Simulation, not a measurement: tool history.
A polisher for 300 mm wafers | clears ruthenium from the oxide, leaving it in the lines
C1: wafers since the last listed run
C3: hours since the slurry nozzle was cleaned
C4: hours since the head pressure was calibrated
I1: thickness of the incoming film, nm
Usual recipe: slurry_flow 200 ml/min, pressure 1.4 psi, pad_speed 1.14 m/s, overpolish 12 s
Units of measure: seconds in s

Run 1, day 0: usual settings; C1 0; wafers polished on this pad 987; C3 208.1; C4 736.8; I1 133.8. Result: seconds 125.6 s.
Run 2, day 2.317: usual settings but slurry_flow 215 ml/min, overpolish 17 s; C1 437; wafers polished on this pad 1425; C3 263.7; C4 792.4; I1 137.1. Result: seconds 127.8 s.
At day 2.992: head pressure recalibrated.
Run 3, day 4.196: usual settings but slurry_flow 215 ml/min, overpolish 17 s; C1 339; wafers polished on this pad 1764; C3 308.8; C4 28.9; I1 134.4. Result: seconds 136 s.
Run 4, day 6.579: usual settings but slurry_flow 250 ml/min; C1 450; wafers polished on this pad 2214; C3 366; C4 86.1; I1 132.9. Result: seconds 131.7 s.
At day 9.929: worn pad replaced by a new one.
Run 5, day 9.95: usual settings but slurry_flow 250 ml/min; C1 605; wafers polished on this pad 3; C3 446.9; C4 167; I1 136.9. Result: seconds 135.9 s.
Run 6, day 13.908: usual settings but slurry_flow 250 ml/min; C1 747; wafers polished on this pad 751; C3 541.9; C4 262; I1 134.2. Result: seconds 130.8 s.
Run 7, day 15.562: usual settings but slurry_flow 180 ml/min; C1 312; wafers polished on this pad 1063; C3 581.6; C4 301.7; I1 135. Result: seconds 135.2 s.
At day 19.521: slurry nozzle cleaned.
Run 8, day 20.038: usual settings but slurry_flow 180 ml/min; C1 837; wafers polished on this pad 1900; C3 12.4; C4 409.1; I1 133.2. Result: seconds 134.6 s.
Run 9, day 21.883: usual settings but slurry_flow 180 ml/min; C1 348; wafers polished on this pad 2249; C3 56.7; C4 453.4; I1 134.5. Result: seconds 136.7 s.
At day 23.504: worn pad replaced by a new one, of another model than before.
Run 10, day 25.954: usual settings; C1 737; wafers polished on this pad 462; C3 154.4; C4 551.1; I1 132.9. Result: seconds 130.6 s.
Run 11, day 28.975: usual settings; C1 570; wafers polished on this pad 1032; C3 226.9; C4 623.6; I1 134. Result: seconds 131.9 s.
Run 12, day 32.8: usual settings but slurry_flow 245 ml/min, overpolish 17 s; C1 722; wafers polished on this pad 1755; C3 318.7; C4 715.4; I1 134.1. Result: seconds 129.1 s.
Run 13, day 35.704: usual settings but slurry_flow 175 ml/min, pad_speed 1 m/s, overpolish 7 s; C1 548; wafers polished on this pad 2303; C3 388.4; C4 785.1; I1 132.8. Result: seconds 143.1 s.
At day 36.529: head pressure recalibrated.
Run 14, day 37.775: usual settings but pad_speed 1.54 m/s; C1 375; wafers polished on this pad 2678; C3 438.1; C4 29.9; I1 134.8. Result: seconds 111.1 s.
At day 41.212: worn pad replaced by a new one.
Run 15, day 41.233: usual settings but pressure 0.9 psi, pad_speed 0.86 m/s, overpolish 17 s; C1 621; wafers polished on this pad 3; C3 521.1; C4 112.9; I1 135.6. Result: seconds 205.4 s.
Run 16, day 45.304: usual settings but pad_speed 1.02 m/s; C1 768; wafers polished on this pad 772; C3 618.8; C4 210.6; I1 137.9. Result: seconds 154.7 s.
At day 48.096: slurry nozzle cleaned.
Run 17, day 50.517: usual settings but pad_speed 1.54 m/s; C1 976; wafers polished on this pad 1748; C3 58.1; C4 335.7; I1 137.5. Result: seconds 112.1 s.
Run 18, day 54.833: usual settings but pad_speed 1.54 m/s; C1 815; wafers polished on this pad 2563; C3 161.7; C4 439.3; I1 135.4. Result: seconds 110.4 s.
At day 58.2: worn pad replaced by a new one.
Run 19, day 62.146: usual settings but slurry_flow 145 ml/min, pressure 1 psi, pad_speed 1.34 m/s; C1 1349; wafers polished on this pad 745; C3 337.2; C4 614.8; I1 134.7. Result: seconds 141.7 s.
Run 20, day 65.779: usual settings but slurry_flow 215 ml/min, overpolish 17 s; C1 686; wafers polished on this pad 1431; C3 424.4; C4 702; I1 137.4. Result: seconds 136.3 s.
At day 68.621: head pressure recalibrated.
Run 21, day 69.917: usual settings; C1 765; wafers polished on this pad 2196; C3 523.7; C4 31.1; I1 132.8. Result: seconds 137.5 s.
At day 71.517: worn pad replaced by a new one.
Run 22, day 72.875: usual settings but slurry_flow 160 ml/min, pressure 1 psi, pad_speed 0.98 m/s, overpolish 9 s; C1 527; wafers polished on this pad 256; C3 594.7; C4 102.1; I1 132. Result: seconds 180.6 s.
Run 23, day 77.354: usual settings but pad_speed 0.82 m/s, overpolish 19 s; C1 845; wafers polished on this pad 1102; C3 702.2; C4 209.6; I1 134.2. Result: seconds 172.5 s.

Predict each of these 3 candidate next runs independently; none follows another, all start after run 23:
Run A, day 77.375: usual settings; C1 3; wafers polished on this pad 1106; C3 702.7; C4 210.1; I1 132.5. Result: seconds ?.
Run B, day 77.375: usual settings but pressure 0.9 psi, overpolish 9 s; C1 3; wafers polished on this pad 1106; C3 702.7; C4 210.1; I1 132.5. Result: seconds ?.
Run C, day 77.375: usual settings but pressure 1.2 psi; C1 3; wafers polished on this pad 1106; C3 702.7; C4 210.1; I1 132.5. Result: seconds ?.

run  seconds
  A    135.5
  B    163.6
  C    145.5
The same runs, with their run-to-run variation unchanged, on a tool lacking any hidden condition would have given:
run  seconds
  A    134.5
  B    162.4
  C    144.4
